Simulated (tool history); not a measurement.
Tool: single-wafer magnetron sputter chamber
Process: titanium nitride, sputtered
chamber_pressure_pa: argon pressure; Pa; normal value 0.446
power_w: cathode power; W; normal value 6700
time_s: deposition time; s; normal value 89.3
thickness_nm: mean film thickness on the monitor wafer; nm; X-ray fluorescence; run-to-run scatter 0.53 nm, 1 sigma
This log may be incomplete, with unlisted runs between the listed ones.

run	hour	chamber_pressure_pa	power_w	time_s	read-back reference wafer on the same gauge, thickness_nm	thickness_nm
1	0.0	0.446	6700	89.3	102.891	102.643
# hour 3.5: sputter target and shields replaced
2	70.1	0.446	6700	89.3	103.020	101.558
3	131.4	0.446	6700	89.3	103.015	101.772
4	176.4	0.312	6700	89.3	103.082	105.924
5	236.8	0.312	6700	89.3	102.832	105.948
6	300.3	0.312	6700	89.3	102.965	107.335
7	338.4	0.446	6700	89.3	103.135	102.101
8	398.4	0.446	6700	89.3	103.136	101.098
9	449.5	0.446	6700	89.3	102.688	101.816
10	479.2	0.446	6700	89.3	102.979	103.096
11	505.0	0.446	6700	89.3	102.963	102.874
12	570.5	0.446	6700	89.3	102.922	101.346
13	641.3	0.446	6700	89.3	102.718	100.802
14	689.8	0.446	6700	89.3	102.999	101.836
# hour 733.8: sputter target and shields replaced
15	760.9	0.446	6700	89.3	102.995	102.571
16	829.7	0.446	6700	89.3	103.052	101.872
17	858.7	0.446	6700	83.5	103.376	95.607
18	896.6	0.587	6700	81.9	103.012	90.271
# hour 928.9: magnet pack replaced
19	959.0	0.446	7950	89.3	103.012	118.139
20	991.0	0.570	8300	89.3	103.381	117.286
# hour 1046.5: capacitance manometer re-zeroed and calibrated
21	1050.8	0.499	6700	89.3	102.920	101.457
22	1097.7	0.446	6700	83.7	102.968	96.078
23	1131.2	0.446	6700	89.3	103.118	101.318
24	1195.3	0.446	6700	77.8	103.151	89.081
# hour 1206.8: gauge calibrated
25	1241.0	0.513	7900	95.4	102.858	122.679
26	1292.6	0.293	5050	104.3	102.819	99.412
27	1332.1	0.281	7300	100.6	103.265	128.941
28	1384.7	0.446	6700	89.3	102.728	102.966
29	1446.0	0.446	6700	89.3	102.927	101.969
30	1478.0	0.308	7150	89.3	102.944	113.176
31	1503.9	0.446	7900	81.3	103.092	106.676
32	1545.5	0.311	5300	106.6	103.069	104.819
# hour 1571.5: sputter target and shields replaced
33	1606.1	0.446	6700	89.3	102.973	102.547
34	1638.7	0.446	6700	89.3	102.762	102.902
35	1701.7	0.446	6700	89.3	103.147	102.949

Branching from run 35: 4 alternative next runs. What would each branch give?
A	1702.1	0.446	6700	89.3	?	?
B	1702.1	0.533	5400	99.9	?	?
C	1702.1	0.446	6700	81.0	?	?
D	1702.1	0.528	5850	79.0	?	?

run	read-back reference wafer on the same gauge, thickness_nm	thickness_nm
A	102.930	101.491
B	102.930	92.152
C	102.930	92.058
D	102.930	78.003
Take away the tool's hidden state, keep each run's random variation, and the runs would have read:
run	thickness_nm
A	101.491
B	92.152
C	92.058
D	78.003

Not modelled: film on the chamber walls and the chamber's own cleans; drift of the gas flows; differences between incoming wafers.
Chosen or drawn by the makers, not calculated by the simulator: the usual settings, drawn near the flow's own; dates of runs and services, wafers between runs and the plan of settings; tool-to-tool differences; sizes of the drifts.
